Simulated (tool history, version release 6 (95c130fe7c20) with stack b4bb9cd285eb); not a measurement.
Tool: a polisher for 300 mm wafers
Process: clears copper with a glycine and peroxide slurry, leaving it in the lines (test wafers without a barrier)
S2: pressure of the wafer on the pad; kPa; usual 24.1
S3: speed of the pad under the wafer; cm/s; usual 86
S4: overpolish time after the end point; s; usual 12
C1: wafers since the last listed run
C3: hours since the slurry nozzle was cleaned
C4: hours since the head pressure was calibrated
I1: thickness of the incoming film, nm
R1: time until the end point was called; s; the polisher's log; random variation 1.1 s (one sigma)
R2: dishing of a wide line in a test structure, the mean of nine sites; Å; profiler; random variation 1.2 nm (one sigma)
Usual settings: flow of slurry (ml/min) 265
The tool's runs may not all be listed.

{"run": 1, "hour": 0.0, "flow of slurry (ml/min)": 265, "S2": 24.1, "S3": 86, "S4": 12, "C1": 0, "wafers polished on this pad": 4611, "C3": 306.5, "C4": 140.9, "I1": 776.4, "R1": 111.6, "R2": 502}
{"hour": 4.7, "done": "worn pad replaced by a new one"}
{"run": 2, "hour": 68.4, "flow of slurry (ml/min)": 265, "S2": 24.1, "S3": 86, "S4": 12, "C1": 534, "wafers polished on this pad": 528, "C3": 374.9, "C4": 209.3, "I1": 761, "R1": 111.3, "R2": 494}
{"run": 3, "hour": 156.4, "flow of slurry (ml/min)": 265, "S2": 24.1, "S3": 86, "S4": 12, "C1": 729, "wafers polished on this pad": 1258, "C3": 462.9, "C4": 297.3, "I1": 773.4, "R1": 110.8, "R2": 511}
{"run": 4, "hour": 202.3, "flow of slurry (ml/min)": 265, "S2": 24.1, "S3": 86, "S4": 12, "C1": 380, "wafers polished on this pad": 1639, "C3": 508.8, "C4": 343.2, "I1": 767.6, "R1": 109.9, "R2": 494}
{"run": 5, "hour": 259.6, "flow of slurry (ml/min)": 265, "S2": 24.1, "S3": 86, "S4": 12, "C1": 475, "wafers polished on this pad": 2114, "C3": 566.1, "C4": 400.5, "I1": 759.5, "R1": 109.7, "R2": 501}
{"hour": 338.7, "done": "slurry nozzle cleaned"}
{"run": 6, "hour": 351.8, "flow of slurry (ml/min)": 265, "S2": 24.1, "S3": 86, "S4": 12, "C1": 756, "wafers polished on this pad": 2871, "C3": 13.1, "C4": 492.7, "I1": 768.6, "R1": 111.8, "R2": 502}
{"run": 7, "hour": 459.2, "flow of slurry (ml/min)": 265, "S2": 24.1, "S3": 86, "S4": 12, "C1": 890, "wafers polished on this pad": 3762, "C3": 120.5, "C4": 600.1, "I1": 761.5, "R1": 109.1, "R2": 492}
{"hour": 558.9, "done": "head pressure recalibrated"}
{"run": 8, "hour": 566.3, "flow of slurry (ml/min)": 265, "S2": 24.1, "S3": 86, "S4": 12, "C1": 871, "wafers polished on this pad": 4633, "C3": 227.6, "C4": 7.4, "I1": 776.4, "R1": 110.9, "R2": 484}
{"run": 9, "hour": 610.3, "flow of slurry (ml/min)": 265, "S2": 24.1, "S3": 106, "S4": 12, "C1": 364, "wafers polished on this pad": 4998, "C3": 271.6, "C4": 51.4, "I1": 777.1, "R1": 96.7, "R2": 559}
{"run": 10, "hour": 662.1, "flow of slurry (ml/min)": 265, "S2": 24.1, "S3": 106, "S4": 12, "C1": 429, "wafers polished on this pad": 5428, "C3": 323.4, "C4": 103.2, "I1": 770.6, "R1": 96.6, "R2": 568}
{"hour": 754.8, "done": "worn pad replaced by a new one"}
{"run": 11, "hour": 760.1, "flow of slurry (ml/min)": 265, "S2": 24.1, "S3": 106, "S4": 12, "C1": 779, "wafers polished on this pad": 43, "C3": 421.4, "C4": 201.2, "I1": 757.9, "R1": 93.9, "R2": 575}
{"run": 12, "hour": 831.4, "flow of slurry (ml/min)": 210, "S2": 24.1, "S3": 86, "S4": 16, "C1": 591, "wafers polished on this pad": 635, "C3": 492.7, "C4": 272.5, "I1": 766.2, "R1": 114, "R2": 605}
{"hour": 932.0, "done": "slurry nozzle cleaned"}
{"run": 13, "hour": 937.9, "flow of slurry (ml/min)": 210, "S2": 24.1, "S3": 86, "S4": 16, "C1": 875, "wafers polished on this pad": 1510, "C3": 5.9, "C4": 379, "I1": 754, "R1": 112.6, "R2": 616}
{"run": 14, "hour": 1045.3, "flow of slurry (ml/min)": 265, "S2": 24.1, "S3": 86, "S4": 12, "C1": 890, "wafers polished on this pad": 2401, "C3": 113.3, "C4": 486.4, "I1": 783.3, "R1": 114.6, "R2": 494}
{"run": 15, "hour": 1120.9, "flow of slurry (ml/min)": 265, "S2": 24.1, "S3": 86, "S4": 12, "C1": 627, "wafers polished on this pad": 3028, "C3": 188.9, "C4": 562, "I1": 779.1, "R1": 112.6, "R2": 509}
{"run": 16, "hour": 1193.9, "flow of slurry (ml/min)": 265, "S2": 24.1, "S3": 86, "S4": 12, "C1": 605, "wafers polished on this pad": 3634, "C3": 261.9, "C4": 635, "I1": 782.5, "R1": 112, "R2": 508}
{"hour": 1248.0, "done": "head pressure recalibrated"}
{"run": 17, "hour": 1251.0, "flow of slurry (ml/min)": 235, "S2": 24.1, "S3": 86, "S4": 12, "C1": 457, "wafers polished on this pad": 4091, "C3": 319, "C4": 3, "I1": 768.4, "R1": 112.7, "R2": 506}
{"run": 18, "hour": 1351.1, "flow of slurry (ml/min)": 265, "S2": 24.1, "S3": 106, "S4": 12, "C1": 830, "wafers polished on this pad": 4921, "C3": 419.1, "C4": 103.1, "I1": 766.6, "R1": 94.3, "R2": 565}
{"hour": 1367.1, "done": "worn pad replaced by a new one"}
{"run": 19, "hour": 1440.0, "flow of slurry (ml/min)": 315, "S2": 30.3, "S3": 86, "S4": 12, "C1": 704, "wafers polished on this pad": 605, "C3": 508, "C4": 192, "I1": 763.2, "R1": 92.9, "R2": 565}

The next listed run, before its measurement:
{"run": 20, "hour": 1482.5, "flow of slurry (ml/min)": 350, "S2": 30.3, "S3": 76, "S4": 12, "C1": 352, "wafers polished on this pad": 957, "C3": 550.5, "C4": 234.5, "I1": 783.1, "R1": "?", "R2": "?"}

{"run 20": {"R1": 102.5, "R2": 545}}
Without the tool's hidden state the same run would have given R1 102.5 s, R2 545 Å.

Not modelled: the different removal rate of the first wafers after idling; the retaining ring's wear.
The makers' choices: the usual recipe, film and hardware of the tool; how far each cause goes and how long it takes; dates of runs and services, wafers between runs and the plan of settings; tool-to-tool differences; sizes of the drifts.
